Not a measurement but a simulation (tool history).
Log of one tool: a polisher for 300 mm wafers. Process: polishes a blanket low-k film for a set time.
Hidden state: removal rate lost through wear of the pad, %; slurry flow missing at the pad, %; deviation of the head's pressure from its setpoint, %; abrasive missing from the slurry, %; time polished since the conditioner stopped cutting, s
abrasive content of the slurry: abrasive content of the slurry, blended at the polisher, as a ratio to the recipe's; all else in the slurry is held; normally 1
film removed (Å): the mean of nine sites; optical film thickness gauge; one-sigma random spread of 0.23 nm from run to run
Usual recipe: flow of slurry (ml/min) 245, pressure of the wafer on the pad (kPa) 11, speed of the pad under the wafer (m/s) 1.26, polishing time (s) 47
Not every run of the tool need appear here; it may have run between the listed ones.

| run | hour | flow of slurry (ml/min) | pressure of the wafer on the pad (kPa) | speed of the pad under the wafer (m/s) | abrasive content of the slurry | polishing time (s) | wafers since the last listed run | wafers polished on this pad | hours since the slurry nozzle was cleaned | hours since the head pressure was calibrated | hours since the slurry blender was calibrated | hours since the conditioning disc was replaced | incoming thickness of the incoming film, nm | film removed (Å) |
|---|---|---|---|---|---|---|---|---|---|---|---|---|---|---|
| 1 | 0 | 245 | 11 | 1.26 | 1 | 47 | 0 | 5462 | 664.1 | 447.6 | 382.4 | 299.8 | 797 | 204 |
|  | 52.8 | slurry nozzle cleaned |
| 2 | 101.4 | 245 | 11 | 1.44 | 1 | 47 | 1403 | 6866 | 48.6 | 549 | 483.8 | 401.2 | 780.1 | 219 |
|  | 121.1 | worn pad replaced by a new one |
|  | 171.2 | head pressure recalibrated |
| 3 | 178.9 | 245 | 11 | 1.26 | 1.1 | 44 | 999 | 779 | 126.1 | 7.7 | 561.3 | 478.7 | 774.8 | 202 |
|  | 194 | slurry blender recalibrated |
| 4 | 238 | 245 | 11 | 1.26 | 1 | 47 | 798 | 1578 | 185.2 | 66.8 | 44 | 537.8 | 776.4 | 203 |
| 5 | 336.8 | 245 | 11 | 1.26 | 1 | 47 | 1381 | 2959 | 284 | 165.6 | 142.8 | 636.6 | 794.8 | 204 |
|  | 354.2 | conditioning disc replaced and pad reconditioned |
| 6 | 416.2 | 245 | 11 | 1.26 | 1 | 47 | 1082 | 4041 | 363.4 | 245 | 222.2 | 62 | 788.6 | 207 |
| 7 | 464.4 | 245 | 11 | 0.92 | 1 | 47 | 673 | 4715 | 411.6 | 293.2 | 270.4 | 110.2 | 787.1 | 181 |
| 8 | 567.6 | 245 | 11 | 1.06 | 1.1 | 47 | 1442 | 6158 | 514.8 | 396.4 | 373.6 | 213.4 | 778.5 | 199 |
| 9 | 634.8 | 210 | 11 | 1.26 | 1.1 | 47 | 939 | 7098 | 582 | 463.6 | 440.8 | 280.6 | 779.3 | 216 |
| 10 | 701.7 | 245 | 11 | 0.84 | 1 | 47 | 935 | 8033 | 648.9 | 530.5 | 507.7 | 347.5 | 799.6 | 174 |
|  | 722.5 | slurry blender recalibrated |
|  | 752 | worn pad replaced by a new one |
|  | 754.7 | head pressure recalibrated |
| 11 | 755.2 | 245 | 11 | 1.26 | 0.85 | 47 | 636 | 17 | 702.4 | 0.5 | 32.7 | 401 | 794.2 | 189 |
| 12 | 799.6 | 270 | 13.1 | 1.54 | 1.1 | 47 | 620 | 638 | 746.8 | 44.9 | 77.1 | 445.4 | 801.3 | 291 |
|  | 810.9 | slurry nozzle cleaned |
| 13 | 897.2 | 245 | 11 | 1.26 | 1 | 47 | 1350 | 1988 | 86.3 | 142.5 | 174.7 | 543 | 775.7 | 207 |
|  | 943.1 | conditioning disc replaced and pad reconditioned |
| 14 | 994.6 | 245 | 11 | 1.26 | 1 | 47 | 1333 | 3322 | 183.7 | 239.9 | 272.1 | 51.5 | 789.7 | 205 |
| 15 | 1060.6 | 245 | 11 | 1.26 | 1 | 47 | 922 | 4245 | 249.7 | 305.9 | 338.1 | 117.5 | 799.4 | 207 |
| 16 | 1143.3 | 245 | 11 | 1.26 | 1 | 47 | 1156 | 5401 | 332.4 | 388.6 | 420.8 | 200.2 | 801.7 | 205 |
| 17 | 1214.5 | 215 | 9.7 | 1.26 | 0.75 | 53 | 995 | 6397 | 403.6 | 459.8 | 492 | 271.4 | 790.5 | 172 |
| 18 | 1254.8 | 245 | 9 | 1.26 | 1 | 47 | 563 | 6960 | 443.9 | 500.1 | 532.3 | 311.7 | 788.3 | 169 |
|  | 1296 | slurry blender recalibrated |
| 19 | 1300.1 | 290 | 11 | 1.26 | 1 | 47 | 605 | 7565 | 489.2 | 545.4 | 4.1 | 357 | 790 | 209 |
| 20 | 1385.3 | 245 | 9.7 | 1.06 | 1.25 | 36 | 1191 | 8757 | 574.4 | 630.6 | 89.3 | 442.2 | 792.9 | 139 |
|  | 1390.1 | worn pad replaced by a new one |
|  | 1416.2 | head pressure recalibrated |
| 21 | 1422.1 | 245 | 11 | 1.56 | 1 | 47 | 430 | 419 | 611.2 | 5.9 | 126.1 | 479 | 779.2 | 233 |
|  | 1448.1 | conditioning disc replaced and pad reconditioned |
| 22 | 1509.6 | 245 | 11 | 0.88 | 0.75 | 47 | 1195 | 1615 | 698.7 | 93.4 | 213.6 | 61.5 | 788.3 | 152 |
|  | 1603.8 | slurry nozzle cleaned |
| 23 | 1613.5 | 245 | 11 | 1.26 | 1 | 47 | 1438 | 3053 | 9.7 | 197.3 | 317.5 | 165.4 | 791.1 | 204 |
| 24 | 1698.9 | 245 | 12.4 | 1.26 | 1 | 38 | 1194 | 4247 | 95.1 | 282.7 | 402.9 | 250.8 | 787.6 | 188 |
| 25 | 1746.4 | 295 | 6.9 | 0.98 | 0.8 | 47 | 664 | 4912 | 142.6 | 330.2 | 450.4 | 298.3 | 795.1 | 104 |

Here are 4 independent what-if runs from the current tool condition. What would each one return?
| A | 1746.8 | 245 | 11 | 1.26 | 1 | 47 | 5 | 4917 | 143 | 330.6 | 450.8 | 298.7 | 795 | ? |
| B | 1746.8 | 175 | 11 | 0.92 | 0.75 | 34 | 5 | 4917 | 143 | 330.6 | 450.8 | 298.7 | 795 | ? |
| C | 1746.8 | 245 | 9.7 | 1.26 | 1.3 | 36 | 5 | 4917 | 143 | 330.6 | 450.8 | 298.7 | 795 | ? |
| D | 1746.8 | 245 | 11 | 1.14 | 1 | 47 | 5 | 4917 | 143 | 330.6 | 450.8 | 298.7 | 795 | ? |

| run | film removed (Å) |
|---|---|
| A | 207 |
| B | 107 |
| C | 155 |
| D | 197 |
Take away the tool's hidden state, keep each run's random variation, and the runs would have read:
| run | film removed (Å) |
|---|---|
| A | 207 |
| B | 107 |
| C | 155 |
| D | 197 |
